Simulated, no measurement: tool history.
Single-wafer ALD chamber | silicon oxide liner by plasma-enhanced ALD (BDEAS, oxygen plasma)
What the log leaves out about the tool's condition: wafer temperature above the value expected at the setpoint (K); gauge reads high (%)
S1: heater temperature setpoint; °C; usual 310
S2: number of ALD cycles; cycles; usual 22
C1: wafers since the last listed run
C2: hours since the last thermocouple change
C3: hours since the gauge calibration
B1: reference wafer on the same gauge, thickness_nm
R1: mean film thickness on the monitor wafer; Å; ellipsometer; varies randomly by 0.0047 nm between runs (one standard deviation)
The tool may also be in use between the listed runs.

Run 1, day 0.000: usual settings but S1 302 °C, S2 25 cycles; C1 0; C2 787.3; C3 865.8; B1 1.670. Result: R1 20.65 Å.
Run 2, day 3.992: usual settings but S1 307 °C; C1 1050; C2 883.1; C3 961.6; B1 1.670. Result: R1 18.04 Å.
Run 3, day 5.738: usual settings but S1 307 °C; C1 459; C2 925.0; C3 1003.5; B1 1.668. Result: R1 18.04 Å.
Run 4, day 8.350: usual settings but S1 307 °C; C1 687; C2 987.7; C3 1066.2; B1 1.671. Result: R1 18.04 Å.
Run 5, day 12.075: usual settings; C1 979; C2 1077.1; C3 1155.6; B1 1.671. Result: R1 17.84 Å.
Run 6, day 16.138: usual settings; C1 1068; C2 1174.6; C3 1253.1; B1 1.671. Result: R1 17.92 Å.
Run 7, day 18.892: usual settings; C1 724; C2 1240.7; C3 1319.2; B1 1.671. Result: R1 18.00 Å.
Run 8, day 20.846: usual settings but S1 299 °C; C1 514; C2 1287.6; C3 1366.1; B1 1.670. Result: R1 18.43 Å.
At day 23.121: thermocouple changed; heater temperature recalibrated.
Run 9, day 34.238: usual settings but S1 300 °C; C1 3434; C2 266.8; C3 1687.5; B1 1.670. Result: R1 18.28 Å.
Run 10, day 38.558: usual settings but S1 300 °C; C1 1136; C2 370.5; C3 1791.2; B1 1.671. Result: R1 18.36 Å.
Run 11, day 42.725: usual settings but S1 318 °C; C1 1096; C2 470.5; C3 1891.2; B1 1.671. Result: R1 17.65 Å.
Run 12, day 46.775: usual settings but S2 25 cycles; C1 1065; C2 567.7; C3 1988.4; B1 1.670. Result: R1 20.34 Å.
Run 13, day 48.600: usual settings but S2 25 cycles; C1 480; C2 611.5; C3 2032.2; B1 1.671. Result: R1 20.39 Å.
Run 14, day 52.267: usual settings; C1 964; C2 699.5; C3 2120.2; B1 1.670. Result: R1 17.96 Å.
Run 15, day 55.146: usual settings; C1 757; C2 768.6; C3 2189.3; B1 1.671. Result: R1 17.94 Å.
Run 16, day 59.083: usual settings; C1 1035; C2 863.1; C3 2283.8; B1 1.669. Result: R1 17.94 Å.
Run 17, day 65.388: usual settings but S1 306 °C; C1 1658; C2 1014.4; C3 2435.1; B1 1.670. Result: R1 18.08 Å.
Run 18, day 67.912: usual settings; C1 664; C2 1075.0; C3 2495.7; B1 1.668. Result: R1 17.94 Å.
Run 19, day 71.846: usual settings but S1 304 °C, S2 24 cycles; C1 1034; C2 1169.4; C3 2590.1; B1 1.668. Result: R1 19.78 Å.
Run 20, day 73.921: usual settings but S2 24 cycles; C1 545; C2 1219.2; C3 2639.9; B1 1.670. Result: R1 19.56 Å.
At day 75.721: thermocouple changed; heater temperature recalibrated.
Run 21, day 77.608: usual settings but S1 295 °C; C1 882; C2 45.3; C3 2728.4; B1 1.672. Result: R1 18.63 Å.
Run 22, day 79.954: usual settings but S1 301 °C, S2 18 cycles; C1 617; C2 101.6; C3 2784.7; B1 1.672. Result: R1 14.92 Å.
Run 23, day 83.888: usual settings but S1 324 °C, S2 19 cycles; C1 1034; C2 196.0; C3 2879.1; B1 1.668. Result: R1 15.17 Å.
Run 24, day 88.212: usual settings; C1 1137; C2 299.8; C3 2982.9; B1 1.671. Result: R1 18.04 Å.
Run 25, day 90.512: usual settings but S1 302 °C; C1 605; C2 355.0; C3 3038.1; B1 1.670. Result: R1 18.17 Å.
Run 26, day 92.667: usual settings but S1 304 °C, S2 25 cycles; C1 566; C2 406.7; C3 3089.8; B1 1.672. Result: R1 20.64 Å.
Run 27, day 95.371: usual settings but S1 295 °C, S2 24 cycles; C1 711; C2 471.6; C3 3154.7; B1 1.670. Result: R1 20.35 Å.
Run 28, day 98.621: usual settings; C1 854; C2 549.6; C3 3232.7; B1 1.669. Result: R1 17.92 Å.
At day 101.333: gauge calibrated.
Run 29, day 102.596: usual settings; C1 1045; C2 645.0; C3 30.3; B1 1.671. Result: R1 17.99 Å.
Run 30, day 105.179: usual settings; C1 679; C2 707.0; C3 92.3; B1 1.670. Result: R1 17.94 Å.
Run 31, day 107.758: usual settings but S1 300 °C, S2 26 cycles; C1 678; C2 768.9; C3 154.2; B1 1.671. Result: R1 21.66 Å.
Run 32, day 120.958: usual settings but S1 317 °C, S2 19 cycles; C1 3472; C2 1085.7; C3 471.0; B1 1.670. Result: R1 15.33 Å.
Run 33, day 123.238: usual settings but S2 19 cycles; C1 599; C2 1140.4; C3 525.7; B1 1.670. Result: R1 15.52 Å.
Run 34, day 127.542: usual settings but S1 321 °C; C1 1132; C2 1243.7; C3 629.0; B1 1.670. Result: R1 17.66 Å.
At day 129.446: thermocouple changed; heater temperature recalibrated.
Run 35, day 129.467: usual settings but S1 306 °C, S2 24 cycles; C1 418; C2 0.5; C3 675.2; B1 1.669. Result: R1 19.74 Å.
Run 36, day 131.158: usual settings; C1 444; C2 41.1; C3 715.8; B1 1.669. Result: R1 17.97 Å.
Run 37, day 133.454: usual settings but S1 323 °C, S2 24 cycles; C1 603; C2 96.2; C3 770.9; B1 1.671. Result: R1 19.26 Å.

Hidden condition of the tool, last listed run before each entry between runs versus first listed run after:
After run 8, before run 9: thermocouple changed; heater temperature recalibrated (day 23.121)
  nothing in the hidden state changes from one run to the other
After run 20, before run 21: thermocouple changed; heater temperature recalibrated (day 75.721)
  nothing in the hidden state changes from one run to the other
After run 28, before run 29: gauge calibrated (day 101.333)
  nothing in the hidden state changes from one run to the other
After run 34, before run 35: thermocouple changed; heater temperature recalibrated (day 129.446)
  nothing in the hidden state changes from one run to the other
